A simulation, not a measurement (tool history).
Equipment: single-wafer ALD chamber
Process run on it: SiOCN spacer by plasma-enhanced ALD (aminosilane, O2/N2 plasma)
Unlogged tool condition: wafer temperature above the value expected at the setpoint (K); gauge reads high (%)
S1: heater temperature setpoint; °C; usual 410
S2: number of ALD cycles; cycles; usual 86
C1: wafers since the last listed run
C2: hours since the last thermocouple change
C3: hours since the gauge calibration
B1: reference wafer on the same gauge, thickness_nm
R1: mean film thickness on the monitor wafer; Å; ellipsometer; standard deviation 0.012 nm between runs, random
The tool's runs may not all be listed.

Run 1, day 0.000: usual settings; C1 0; C2 839.2; C3 563.3; B1 4.258. Result: R1 48.25 Å.
Run 2, day 2.067: usual settings; C1 109; C2 888.8; C3 612.9; B1 4.260. Result: R1 48.40 Å.
Run 3, day 4.554: usual settings; C1 132; C2 948.5; C3 672.6; B1 4.258. Result: R1 48.40 Å.
Run 4, day 7.300: usual settings but S2 75 cycles; C1 146; C2 1014.4; C3 738.5; B1 4.257. Result: R1 42.31 Å.
Run 5, day 9.783: usual settings but S1 413 °C, S2 78 cycles; C1 132; C2 1074.0; C3 798.1; B1 4.261. Result: R1 43.49 Å.
Run 6, day 10.988: usual settings but S1 413 °C, S2 78 cycles; C1 64; C2 1102.9; C3 827.0; B1 4.261. Result: R1 43.44 Å.
Run 7, day 13.350: usual settings but S1 413 °C, S2 78 cycles; C1 125; C2 1159.6; C3 883.7; B1 4.261. Result: R1 43.41 Å.
At day 15.146: gauge calibrated.
Run 8, day 16.012: usual settings; C1 141; C2 1223.5; C3 20.8; B1 4.262. Result: R1 48.40 Å.
Run 9, day 17.662: usual settings; C1 87; C2 1263.1; C3 60.4; B1 4.259. Result: R1 48.33 Å.
Run 10, day 19.992: usual settings but S1 424 °C, S2 75 cycles; C1 123; C2 1319.0; C3 116.3; B1 4.261. Result: R1 40.60 Å.
Run 11, day 22.017: usual settings but S2 80 cycles; C1 107; C2 1367.6; C3 164.9; B1 4.260. Result: R1 45.05 Å.
Run 12, day 24.396: usual settings but S1 423 °C; C1 126; C2 1424.7; C3 222.0; B1 4.260. Result: R1 46.71 Å.
At day 24.846: thermocouple changed; heater temperature recalibrated.
At day 29.642: thermocouple changed; heater temperature recalibrated, repeated, since the last time left the tool worse.
Run 13, day 32.492: usual settings but S2 95 cycles; C1 395; C2 68.4; C3 416.3; B1 4.260. Result: R1 53.88 Å.
Run 14, day 35.250: usual settings but S1 396 °C, S2 70 cycles; C1 146; C2 134.6; C3 482.5; B1 4.261. Result: R1 41.07 Å.
Run 15, day 37.838: usual settings but S1 420 °C, S2 94 cycles; C1 137; C2 196.7; C3 544.6; B1 4.262. Result: R1 51.46 Å.
Run 16, day 39.262: usual settings; C1 75; C2 230.9; C3 578.8; B1 4.260. Result: R1 48.61 Å.

Measured minus without-hidden-state, run by run (identical run-to-run variation in each term; gauge scatter may differ):
run     R1
  1  -0.50
  2  -0.51
  3  -0.52
  4  -0.46
  5  -0.49
  6  -0.49
  7  -0.49
  8  -0.55
  9  -0.55
 10  -0.49
 11  -0.52
 12  -0.56
 13  -0.09
 14  +0.00
 15  -0.25
 16  -0.26

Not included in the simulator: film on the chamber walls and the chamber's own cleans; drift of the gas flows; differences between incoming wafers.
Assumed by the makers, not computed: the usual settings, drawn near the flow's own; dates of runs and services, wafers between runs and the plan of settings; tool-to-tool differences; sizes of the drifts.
